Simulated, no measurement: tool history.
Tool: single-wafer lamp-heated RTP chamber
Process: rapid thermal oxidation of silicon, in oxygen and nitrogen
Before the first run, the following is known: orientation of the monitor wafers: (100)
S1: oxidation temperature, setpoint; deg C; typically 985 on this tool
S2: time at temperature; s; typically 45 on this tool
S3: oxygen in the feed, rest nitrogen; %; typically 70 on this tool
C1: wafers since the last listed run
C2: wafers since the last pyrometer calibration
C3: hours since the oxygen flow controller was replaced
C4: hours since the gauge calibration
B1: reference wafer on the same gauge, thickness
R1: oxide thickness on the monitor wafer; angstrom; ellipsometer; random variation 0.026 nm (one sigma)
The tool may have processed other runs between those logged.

run,hour,S1,S2,S3,C1,C2,C3,C4,B1,R1
1,0.0,985,52,70,0,7137,6498.0,597.6,4.250,50.29
2,14.8,985,52,70,121,7258,6512.8,612.4,4.257,50.45
3,32.1,985,52,70,141,7400,6530.1,629.7,4.254,50.05
4,39.8,985,45,70,62,7463,6537.8,637.4,4.255,47.67
5,62.5,985,45,70,185,7648,6560.5,660.1,4.251,47.30
6,76.1,978,45,70,111,7760,6574.1,673.7,4.252,45.57
7,86.8,978,45,70,87,7847,6584.8,684.4,4.247,45.24
8,93.3,978,45,70,53,7900,6591.3,690.9,4.243,45.54
# hour 125.6: gauge calibrated
# hour 139.8: pyrometer window cleaned and pyrometer calibrated
9,141.3,985,36,70,327,12,6639.3,15.7,4.240,41.86
10,163.7,985,45,70,183,195,6661.7,38.1,4.255,45.71
11,172.1,985,45,70,68,264,6670.1,46.5,4.257,45.81
12,179.3,985,45,70,58,323,6677.3,53.7,4.259,45.39
13,192.1,985,45,70,104,427,6690.1,66.5,4.250,45.49
14,207.2,985,45,70,123,551,6705.2,81.6,4.251,45.96
15,215.8,985,28,51,70,621,6713.8,90.2,4.248,35.00
16,222.2,996,34,49,52,674,6720.2,96.6,4.248,39.35
17,229.9,985,45,70,62,736,6727.9,104.3,4.248,45.10
18,246.4,994,28,97,134,871,6744.4,120.8,4.247,44.57
19,261.2,985,28,70,121,992,6759.2,135.6,4.249,38.24
# hour 276.8: oxygen flow controller replaced
20,277.3,1001,45,70,66,1059,0.5,151.7,4.253,51.10
21,286.2,985,45,70,72,1132,9.4,160.6,4.239,45.98
22,296.5,985,45,70,84,1216,19.7,170.9,4.259,45.84
23,304.6,1001,45,70,66,1282,27.8,179.0,4.259,51.22
24,314.9,985,35,80,84,1366,38.1,189.3,4.254,43.53
25,330.7,972,27,70,129,1495,53.9,205.1,4.248,35.19
26,337.7,1005,59,95,57,1553,60.9,212.1,4.244,65.66
27,351.4,985,45,70,112,1665,74.6,225.8,4.251,46.17
28,363.1,1015,64,90,95,1760,86.3,237.5,4.248,71.93
29,370.1,972,45,96,57,1818,93.3,244.5,4.254,46.85
30,383.9,985,45,70,112,1931,107.1,258.3,4.255,45.84
31,401.8,985,28,51,146,2077,125.0,276.2,4.248,35.26
32,411.9,985,45,70,82,2160,135.1,286.3,4.264,46.32
33,421.6,1009,34,70,79,2239,144.8,296.0,4.245,48.34
34,428.1,956,64,46,53,2292,151.3,302.5,4.254,38.69
35,441.3,965,45,42,107,2400,164.5,315.7,4.253,35.22
36,456.9,985,32,43,127,2528,180.1,331.3,4.260,35.46
37,466.1,993,29,61,75,2603,189.3,340.5,4.259,39.52

Here are 5 independent what-if runs from the current tool condition. What would each one return?
A,466.5,985,45,70,3,2606,189.7,340.9,?,?
B,466.5,985,65,70,3,2606,189.7,340.9,?,?
C,466.5,975,45,82,3,2606,189.7,340.9,?,?
D,466.5,976,45,44,3,2606,189.7,340.9,?,?
E,466.5,985,61,70,3,2606,189.7,340.9,?,?

run,B1,R1
A,4.251,45.86
B,4.251,53.46
C,4.251,45.01
D,4.251,37.73
E,4.251,52.03
Take away the tool's hidden state, keep each run's random variation, and the runs would have read:
run,R1
A,45.23
B,52.68
C,44.38
D,37.27
E,51.28
